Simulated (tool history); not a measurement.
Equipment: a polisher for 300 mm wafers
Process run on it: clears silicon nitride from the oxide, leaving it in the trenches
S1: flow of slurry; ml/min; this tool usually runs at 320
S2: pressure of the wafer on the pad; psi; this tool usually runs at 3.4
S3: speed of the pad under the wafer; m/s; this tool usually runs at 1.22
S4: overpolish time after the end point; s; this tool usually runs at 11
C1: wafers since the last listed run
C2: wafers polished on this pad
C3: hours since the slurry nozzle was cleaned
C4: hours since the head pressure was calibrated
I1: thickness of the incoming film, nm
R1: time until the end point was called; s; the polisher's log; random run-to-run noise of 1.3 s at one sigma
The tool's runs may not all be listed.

Run 1, hour 0.0: usual settings; C1 0; C2 2814; C3 564.5; C4 1331.2; I1 138.7. Result: R1 105.7 s.
Run 2, hour 61.3: usual settings; C1 595; C2 3410; C3 625.8; C4 1392.5; I1 139.4. Result: R1 107.7 s.
At hour 64.8: head pressure recalibrated.
Run 3, hour 88.5: usual settings; C1 244; C2 3655; C3 653.0; C4 23.7; I1 139.3. Result: R1 107.5 s.
Run 4, hour 130.1: usual settings; C1 404; C2 4059; C3 694.6; C4 65.3; I1 137.3. Result: R1 108.4 s.
At hour 226.2: worn pad replaced by a new one.
Run 5, hour 297.2: usual settings; C1 1585; C2 690; C3 861.7; C4 232.4; I1 138.9. Result: R1 108.5 s.
At hour 346.4: slurry nozzle cleaned.
Run 6, hour 422.7: usual settings; C1 1210; C2 1900; C3 76.3; C4 357.9; I1 137.8. Result: R1 104.2 s.
Run 7, hour 456.6: usual settings; C1 329; C2 2229; C3 110.2; C4 391.8; I1 142.4. Result: R1 105.8 s.
Run 8, hour 510.1: usual settings but S4 6 s; C1 519; C2 2749; C3 163.7; C4 445.3; I1 137.9. Result: R1 102.7 s.
Run 9, hour 576.4: usual settings but S4 6 s; C1 644; C2 3394; C3 230.0; C4 511.6; I1 140.3. Result: R1 107.0 s.
At hour 636.1: worn pad replaced by a new one.
Run 10, hour 647.4: usual settings but S4 6 s; C1 651; C2 109; C3 301.0; C4 582.6; I1 138.5. Result: R1 107.0 s.
Run 11, hour 671.5: usual settings but S2 3.1 psi, S4 16 s; C1 234; C2 343; C3 325.1; C4 606.7; I1 139.9. Result: R1 112.6 s.
Run 12, hour 744.0: usual settings but S2 3.1 psi, S4 16 s; C1 704; C2 1048; C3 397.6; C4 679.2; I1 137.8. Result: R1 111.8 s.
Run 13, hour 787.8: usual settings; C1 425; C2 1474; C3 441.4; C4 723.0; I1 138.9. Result: R1 106.6 s.
Run 14, hour 820.3: usual settings; C1 315; C2 1789; C3 473.9; C4 755.5; I1 138.6. Result: R1 107.2 s.
Run 15, hour 851.6: usual settings; C1 304; C2 2094; C3 505.2; C4 786.8; I1 139.9. Result: R1 109.1 s.
Run 16, hour 994.7: usual settings but S1 425 ml/min, S3 1.50 m/s, S4 5 s; C1 1390; C2 3485; C3 648.3; C4 929.9; I1 137.6. Result: R1 84.1 s.
At hour 1049.1: worn pad replaced by a new one.
Run 17, hour 1058.8: usual settings but S3 1.52 m/s, S4 15 s; C1 584; C2 94; C3 712.4; C4 994.0; I1 139.2. Result: R1 87.6 s.
Run 18, hour 1113.2: usual settings but S1 240 ml/min, S2 4.0 psi, S4 17 s; C1 528; C2 623; C3 766.8; C4 1048.4; I1 141.9. Result: R1 106.2 s.
At hour 1170.5: slurry nozzle cleaned.
Run 19, hour 1173.8: usual settings but S1 410 ml/min, S2 4.5 psi, S4 6 s; C1 579; C2 1202; C3 3.3; C4 1109.0; I1 143.1. Result: R1 87.2 s.
Run 20, hour 1205.9: usual settings but S1 285 ml/min, S2 3.0 psi, S3 0.92 m/s, S4 9 s; C1 311; C2 1514; C3 35.4; C4 1141.1; I1 139.0. Result: R1 151.9 s.
At hour 1246.7: head pressure recalibrated.
Run 21, hour 1247.2: usual settings but S1 420 ml/min, S2 2.9 psi; C1 381; C2 1896; C3 76.7; C4 0.5; I1 140.5. Result: R1 111.8 s.
Run 22, hour 1280.7: usual settings but S2 2.6 psi, S3 0.90 m/s, S4 9 s; C1 325; C2 2221; C3 110.2; C4 34.0; I1 139.5. Result: R1 163.8 s.
Run 23, hour 1317.4: usual settings but S2 3.9 psi, S3 1.40 m/s; C1 356; C2 2578; C3 146.9; C4 70.7; I1 140.3. Result: R1 85.6 s.
Run 24, hour 1373.3: usual settings but S1 285 ml/min, S2 2.7 psi, S3 0.84 m/s, S4 18 s; C1 543; C2 3121; C3 202.8; C4 126.6; I1 139.5. Result: R1 177.0 s.

Run 25, settings as shown, results not yet in. Your forecast:
Run 25, hour 1407.6: usual settings but S1 230 ml/min, S2 4.5 psi, S3 0.82 m/s, S4 14 s; C1 333; C2 3455; C3 237.1; C4 160.9; I1 139.6. Result: R1 ?.

Run 25 measured R1 137.1 s.
With no hidden state in the tool, this same run would have given R1 133.8 s.
